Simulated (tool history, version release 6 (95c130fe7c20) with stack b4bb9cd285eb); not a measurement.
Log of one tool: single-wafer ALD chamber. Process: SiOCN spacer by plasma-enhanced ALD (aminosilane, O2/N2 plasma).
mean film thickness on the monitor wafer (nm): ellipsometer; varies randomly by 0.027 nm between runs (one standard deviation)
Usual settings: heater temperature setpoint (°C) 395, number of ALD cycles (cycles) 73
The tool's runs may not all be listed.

run	hour	heater temperature setpoint (°C)	number of ALD cycles (cycles)	read-back reference wafer on the same gauge, thickness_nm	mean film thickness on the monitor wafer (nm)
1	0	395	73	4.807	4.549
2	50.5	395	73	4.816	4.565
3	122	395	73	4.801	4.51
4	178.4	403	80	4.807	4.945
5	219.2	403	80	4.816	4.901
6	310.2	403	80	4.81	4.847
7	404	405	83	4.81	5.053
8	451.6	405	83	4.81	5.078
9	514.9	395	85	4.807	5.326
10	557.3	395	85	4.809	5.293
11	646.3	395	73	4.805	4.548
12	704.7	395	73	4.818	4.552
13	781.2	395	73	4.816	4.549
# hour 878: thermocouple changed; heater temperature recalibrated
14	887.5	395	73	4.803	4.547
15	936	395	73	4.812	4.525
16	1003	395	73	4.808	4.544
17	1075	395	65	4.811	4.05
# hour 1111.8: gauge calibrated
18	1131	400	65	4.808	4
19	1200.5	399	60	4.809	3.736
20	1307.3	395	69	4.812	4.258
21	1346.9	390	73	4.81	4.562
22	1404	403	66	4.808	4.062
23	1446	385	61	4.805	3.766
24	1512	386	84	4.81	5.18
25	1551.9	395	60	4.808	3.768
26	1626.2	395	73	4.808	4.521
27	1731.6	395	73	4.812	4.551
28	1827.9	401	63	4.805	3.871
29	1870.5	401	78	4.808	4.792
30	1928.2	404	73	4.806	4.499
31	2004.5	395	73	4.807	4.547

Branching from run 31: 3 alternative next runs. What would each branch give?
A	2005	403	73	?	?
B	2005	403	79	?	?
C	2005	384	85	?	?

run	read-back reference wafer on the same gauge, thickness_nm	mean film thickness on the monitor wafer (nm)
A	4.816	4.482
B	4.816	4.85
C	4.816	5.284
With no hidden state in the tool, these same runs would have given:
run	mean film thickness on the monitor wafer (nm)
A	4.482
B	4.85
C	5.284
